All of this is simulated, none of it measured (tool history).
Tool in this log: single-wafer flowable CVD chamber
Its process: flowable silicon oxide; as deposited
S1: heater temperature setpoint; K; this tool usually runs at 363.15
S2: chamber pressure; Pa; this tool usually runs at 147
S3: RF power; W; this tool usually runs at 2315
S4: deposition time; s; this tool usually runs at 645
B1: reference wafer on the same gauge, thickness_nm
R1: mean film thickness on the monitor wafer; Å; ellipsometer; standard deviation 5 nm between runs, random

run	hour	S1	S2	S3	S4	B1	R1
1	0	363.15	147	2315	587	1025.148	9989.44
2	14.8	363.15	147	2315	587	1026.29	9981.92
3	35.4	363.15	147	2315	645	1023.888	10990.11
4	63	363.15	147	2315	645	1026.44	11037.65
5	75.5	363.15	147	2670	645	1023.11	11231.5
6	109.3	363.15	147	2315	744	1028.974	12782.92
7	134.8	363.15	147	2315	744	1021.971	12793.31
8	154.6	363.15	147	2315	744	1025.424	12816.53
# hour 172.1: showerhead replaced
9	176.4	363.15	147	2315	645	1029.305	11212.72
# hour 205.3: RF generator calibrated
# hour 205.5: gauge calibrated
10	206.8	363.15	117	2315	645	1026.895	8898.79
# hour 231: thermocouple changed; heater temperature recalibrated
11	235.2	363.15	147	2315	645	1030.029	9161.45
# hour 260: capacitance manometer re-zeroed and calibrated
12	264.7	363.15	147	2315	645	1025.701	9184.86
13	282.3	374.15	163	2455	692	1024.967	7527.81
14	304.8	363.15	156	2515	555	1027.278	8539.82
15	320.9	358.15	147	2315	645	1024.596	10678.88
16	342.5	353.15	147	2315	758	1024.197	14581.79
17	378.4	370.15	156	2315	690	1022.834	8369.73
18	406.1	363.15	147	2315	752	1024.84	10770.35

Alternative continuations, all from the tool just after run 18; predict every row:
A	406.7	363.15	147	2315	645	?	?
B	406.7	359.15	133	2480	645	?	?
C	406.7	378.15	171	2315	596	?	?

run	B1	R1
A	1027.841	9239.81
B	1027.841	9523.57
C	1027.841	5978.15
Had the tool no hidden state, the same runs would have come out as:
run	R1
A	9274.1
B	9554.44
C	5999.81
